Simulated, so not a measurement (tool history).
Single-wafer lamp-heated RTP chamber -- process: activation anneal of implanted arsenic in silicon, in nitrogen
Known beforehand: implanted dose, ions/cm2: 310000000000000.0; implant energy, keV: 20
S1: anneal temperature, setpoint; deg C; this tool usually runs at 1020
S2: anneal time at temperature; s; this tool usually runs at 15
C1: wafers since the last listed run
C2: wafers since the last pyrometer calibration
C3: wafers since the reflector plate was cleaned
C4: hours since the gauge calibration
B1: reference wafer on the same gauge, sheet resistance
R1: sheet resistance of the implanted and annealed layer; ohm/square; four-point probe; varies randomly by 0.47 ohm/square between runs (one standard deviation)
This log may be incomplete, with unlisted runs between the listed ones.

run   hour    S1  S2   C1    C2     C3     C4      B1      R1
  1      0  1020  15    0  2020  12871   29.6  314.98   311.2
         6  -- pyrometer window cleaned and pyrometer calibrated
  2   10.4  1020  15   52    52  12923     40  315.17  311.29
  3   18.4  1020  15   95   148  13019     48  315.17  310.27
  4   27.7  1041  15  111   259  13130   57.3  315.28  308.63
  5   36.2  1041  15  101   361  13232   65.8  315.41  308.71
  6     54  1020  20  213   574  13445   83.6  315.46  310.08
  7   69.1  1020  20  180   755  13626   98.7  315.81  310.35
  8   75.8  1020  20   80   835  13706  105.4  315.89  309.08
  9   90.9  1020  19  180  1016  13887  120.5  316.26  309.89
 10  103.4  1020  15  149  1165  14037    133  316.14  312.14
 11    116  1020  15  150  1316  14188  145.6   316.4  312.09
 12  123.9  1020  15   94  1411  14282  153.5  316.52  312.35
     135.5  -- gauge calibrated
 13  138.1  1009  10  170  1581  14452    2.6  315.06  313.45
 14  151.7  1020  15  162  1744  14615   16.2     315  309.85
     164.6  -- pyrometer window cleaned and pyrometer calibrated
 15  165.1  1040   8   64     5  14680   29.6  314.91  311.38
 16  177.8  1020  15  152   158  14832   42.3  315.17  310.95
     210.9  -- reflector plate cleaned
 17  230.2  1034  10  531   689    231   94.7  315.66  311.59
 18  246.2  1005  20  191   881    423  110.7  315.91  310.66
 19  262.1  1020  15  190  1071    613  126.6  315.93  312.78
 20  272.7  1038   7  126  1198    740  137.2  316.31  313.59
 21  283.1  1045  21  124  1322    864  147.6  316.45  306.29
 22  295.8  1020  18  152  1475   1016  160.3  316.62  311.64
     313.3  -- gauge calibrated
     317.1  -- pyrometer window cleaned and pyrometer calibrated
 23  317.6   993  21  165     5   1182    4.3  315.04  312.29
 24  323.9  1029  20   75    80   1257   10.6  315.02  307.46

What if the next run were any one of these 3? Each begins from the tool's condition after run 24:
  A  324.3  1020  15   4  85  1262  11   ?   ?
  B  324.3  1031  12   4  85  1262  11   ?   ?
  C  324.3  1006  15   4  85  1262  11   ?   ?

run      B1      R1
  A  315.12  311.83
  B  315.12  311.72
  C  315.12  313.33
With no hidden state in the tool, these same runs would have given:
run      R1
  A  311.72
  B  311.61
  C  313.21
